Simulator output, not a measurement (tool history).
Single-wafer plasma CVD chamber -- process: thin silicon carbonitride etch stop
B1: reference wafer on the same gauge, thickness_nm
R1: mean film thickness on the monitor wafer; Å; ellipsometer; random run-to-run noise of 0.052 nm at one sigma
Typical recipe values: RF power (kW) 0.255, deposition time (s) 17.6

{"run": 1, "hour": 0.0, "RF power (kW)": 0.255, "deposition time (s)": 17.6, "B1": 11.599, "R1": 96.44}
{"run": 2, "hour": 16.4, "RF power (kW)": 0.255, "deposition time (s)": 17.6, "B1": 11.584, "R1": 96.45}
{"run": 3, "hour": 32.8, "RF power (kW)": 0.255, "deposition time (s)": 17.6, "B1": 11.601, "R1": 96.97}
{"run": 4, "hour": 67.9, "RF power (kW)": 0.29, "deposition time (s)": 17.6, "B1": 11.606, "R1": 101.85}
{"run": 5, "hour": 98.2, "RF power (kW)": 0.255, "deposition time (s)": 17.6, "B1": 11.614, "R1": 97.03}
{"run": 6, "hour": 112.4, "RF power (kW)": 0.255, "deposition time (s)": 17.6, "B1": 11.606, "R1": 97.96}
{"run": 7, "hour": 131.4, "RF power (kW)": 0.255, "deposition time (s)": 17.6, "B1": 11.651, "R1": 98.76}
{"run": 8, "hour": 161.3, "RF power (kW)": 0.255, "deposition time (s)": 17.6, "B1": 11.64, "R1": 97.59}
{"run": 9, "hour": 188.1, "RF power (kW)": 0.255, "deposition time (s)": 17.6, "B1": 11.656, "R1": 98.11}
{"run": 10, "hour": 220.2, "RF power (kW)": 0.255, "deposition time (s)": 17.6, "B1": 11.686, "R1": 97.6}
{"run": 11, "hour": 250.9, "RF power (kW)": 0.255, "deposition time (s)": 17.6, "B1": 11.699, "R1": 97.69}
{"hour": 284.6, "done": "thermocouple changed; heater temperature recalibrated"}
{"run": 12, "hour": 285.1, "RF power (kW)": 0.255, "deposition time (s)": 17.6, "B1": 11.746, "R1": 98.22}
{"run": 13, "hour": 341.8, "RF power (kW)": 0.245, "deposition time (s)": 17.6, "B1": 11.771, "R1": 97.52}
{"run": 14, "hour": 362.3, "RF power (kW)": 0.245, "deposition time (s)": 17.6, "B1": 11.783, "R1": 97.72}
{"run": 15, "hour": 384.7, "RF power (kW)": 0.245, "deposition time (s)": 17.6, "B1": 11.808, "R1": 98.25}
{"hour": 386.3, "done": "gauge calibrated"}
{"run": 16, "hour": 408.5, "RF power (kW)": 0.235, "deposition time (s)": 17.6, "B1": 11.6, "R1": 95.05}
{"run": 17, "hour": 429.0, "RF power (kW)": 0.215, "deposition time (s)": 17.6, "B1": 11.613, "R1": 91.33}
{"run": 18, "hour": 458.5, "RF power (kW)": 0.255, "deposition time (s)": 17.6, "B1": 11.614, "R1": 96.78}
{"run": 19, "hour": 487.0, "RF power (kW)": 0.23, "deposition time (s)": 15.0, "B1": 11.607, "R1": 80.1}

Forecast run 20:
{"run": 20, "hour": 500.0, "RF power (kW)": 0.255, "deposition time (s)": 17.6, "B1": "?", "R1": "?"}

Run 20 came out at B1 11.623, R1 96.99 Å.
Were there no unlogged condition in the tool, this run, its random variation unchanged, would have produced R1 96.73 Å.

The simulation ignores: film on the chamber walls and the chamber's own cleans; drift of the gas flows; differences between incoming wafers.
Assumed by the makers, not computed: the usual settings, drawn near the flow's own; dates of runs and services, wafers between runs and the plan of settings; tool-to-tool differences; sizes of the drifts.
